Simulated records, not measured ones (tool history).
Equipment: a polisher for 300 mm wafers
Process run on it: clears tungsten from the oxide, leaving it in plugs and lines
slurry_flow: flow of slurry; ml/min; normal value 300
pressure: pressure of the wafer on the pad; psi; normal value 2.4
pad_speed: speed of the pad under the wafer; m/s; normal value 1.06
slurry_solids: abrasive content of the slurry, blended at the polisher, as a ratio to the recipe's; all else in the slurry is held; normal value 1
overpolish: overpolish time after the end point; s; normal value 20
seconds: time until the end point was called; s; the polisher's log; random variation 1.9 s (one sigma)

run,hour,slurry_flow,pressure,pad_speed,slurry_solids,overpolish,wafers since the last listed run,wafers polished on this pad,hours since the slurry nozzle was cleaned,hours since the head pressure was calibrated,hours since the slurry blender was calibrated,hours since the slurry got fresh peroxide,"incoming thickness of the incoming film, nm",seconds
1,0,300,2.4,1.2,1,20,0,292,348.6,844.5,394.3,105.1,474.2,154.4
2,51.9,300,2.4,1.2,1,20,219,511,400.5,896.4,446.2,157,475.1,155.1
# hour 131.4: slurry tank refilled with fresh slurry and peroxide
# hour 156: slurry blender recalibrated
# hour 167.9: worn pad replaced by a new one
3,175.2,300,2.4,1.2,1,20,491,30,523.8,1019.7,19.2,43.8,465.9,149.7
4,204.8,300,2.4,1.06,1,20,125,156,553.4,1049.3,48.8,73.4,475.1,170.9
5,234.4,300,2.4,1.06,1,20,125,281,583,1078.9,78.4,103,469.4,170
6,301.1,300,2.4,1.06,1,27,281,563,649.7,1145.6,145.1,169.7,469.2,172.9
7,360.1,300,3,1.06,1,15,249,812,708.7,1204.6,204.1,228.7,469,133.5
# hour 361.4: slurry tank refilled with fresh slurry and peroxide
# hour 367.3: slurry nozzle cleaned
# hour 394.2: worn pad replaced by a new one
8,413.3,300,3,1.06,1,15,199,80,46,1257.8,257.3,51.9,470.6,137.7
# hour 428.7: head pressure recalibrated
9,452.2,300,3,1.06,1,15,155,236,84.9,23.5,296.2,90.8,478.7,141.8
10,491.6,300,2.4,1.06,1,20,166,403,124.3,62.9,335.6,130.2,473.1,172.6
11,544.2,300,2.4,1.06,1.2,14,222,625,176.9,115.5,388.2,182.8,472,166.4
12,582.3,235,1.9,1.06,1,20,161,786,215,153.6,426.3,220.9,467.2,219.7

Run 13 comes next. What will it give?
# hour 591.2: worn pad replaced by a new one
# hour 594.9: slurry tank refilled with fresh slurry and peroxide
# hour 608.4: slurry blender recalibrated
13,644.7,300,1.7,0.96,1,20,234,213,277.4,216,36.3,49.8,475.1,?

Run 13 came out at seconds 269.1 s.
With the hidden condition absent and the run-to-run variation left alone, this run would have shown seconds 269.1 s.
